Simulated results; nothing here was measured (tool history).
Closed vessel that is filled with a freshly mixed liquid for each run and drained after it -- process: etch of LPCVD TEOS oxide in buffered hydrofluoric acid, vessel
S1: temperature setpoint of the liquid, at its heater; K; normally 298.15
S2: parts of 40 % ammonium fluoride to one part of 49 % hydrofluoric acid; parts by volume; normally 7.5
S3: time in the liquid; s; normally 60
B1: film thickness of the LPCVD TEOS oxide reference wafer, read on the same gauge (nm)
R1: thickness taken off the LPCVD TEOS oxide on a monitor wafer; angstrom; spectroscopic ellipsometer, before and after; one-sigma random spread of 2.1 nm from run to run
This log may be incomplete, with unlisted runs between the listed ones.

run   hour      S1    S2  S3      B1      R1
  1    0.0  298.15  10.0  75  110.00  3535.5
  2   14.1  298.15  10.0  75  110.02  3529.4
  3   43.8  298.15   7.5  60  110.02  3663.6
  4   51.4  298.15   7.5  60  110.00  3668.3
  5   64.2  298.15   7.5  60  110.01  3668.9
  6   76.2  296.65   7.5  60  110.01  3360.8
  7   88.0  296.65   7.5  60  109.99  3352.2
  8   99.7  296.65   7.5  60  109.96  3364.7
  9  114.3  298.15   6.5  40  110.01  2774.2
 10  120.4  298.15   7.5  60  110.03  3602.3
 11  129.9  298.15   7.5  60  110.01  3627.8
 12  143.2  297.15   7.5  60  109.99  3435.6
 13  149.9  297.15   7.5  60  109.99  3449.2
     156.2  -- gauge calibrated
     159.8  -- thermometer replaced
 14  160.3  297.15   7.5  60  109.97  3904.0
 15  200.4  296.15   9.5  50  109.99  2435.9
 16  214.9  298.15  10.0  75  110.01  3939.5
 17  257.8  300.65  10.0  30  110.00  1783.6
 18  299.1  301.15   9.0  60  109.98  3901.4
 19  311.5  295.15   5.5  60  110.01  4515.0
     320.5  -- hydrofluoric acid flow meter replaced
 20  322.6  298.15   7.5  40  110.02  2689.0
 21  332.3  298.15   7.5  60  110.02  4034.6
 22  348.7  298.15   7.5  60  110.00  4021.5
 23  366.6  295.65   5.5  45  110.01  3473.6
 24  373.6  298.15   7.5  60  110.00  4004.7
 25  390.3  294.65   7.5  60  110.02  3291.9
 26  399.7  294.65   9.0  80  110.01  3589.2
 27  406.0  298.15   9.5  90  109.97  4740.3
 28  412.1  296.15  10.0  35  110.02  1605.3
     419.5  -- gauge calibrated
 29  425.2  296.65   7.5  60  110.02  3632.5
 30  439.5  298.15   9.5  50  110.01  2626.0
 31  451.0  300.15   9.5  60  109.98  3520.2
 32  465.5  296.65   7.5  60  109.99  3642.8

Predict each of these 5 candidate next runs independently; none follows another, all start after run 32:
  A  466.2  298.15   7.5  60   ?   ?
  B  466.2  298.15  10.0  60   ?   ?
  C  466.2  294.15   9.0  75   ?   ?
  D  466.2  298.15   7.5  30   ?   ?
  E  466.2  298.15   7.5  50   ?   ?

run      B1      R1
  A  109.97  3936.2
  B  109.97  3023.5
  C  109.97  3238.6
  D  109.97  1968.1
  E  109.97  3280.1
With the hidden condition removed and each run's random variation left untouched, the same runs would have given:
run      R1
  A  4119.7
  B  3164.6
  C  3393.9
  D  2059.9
  E  3433.1
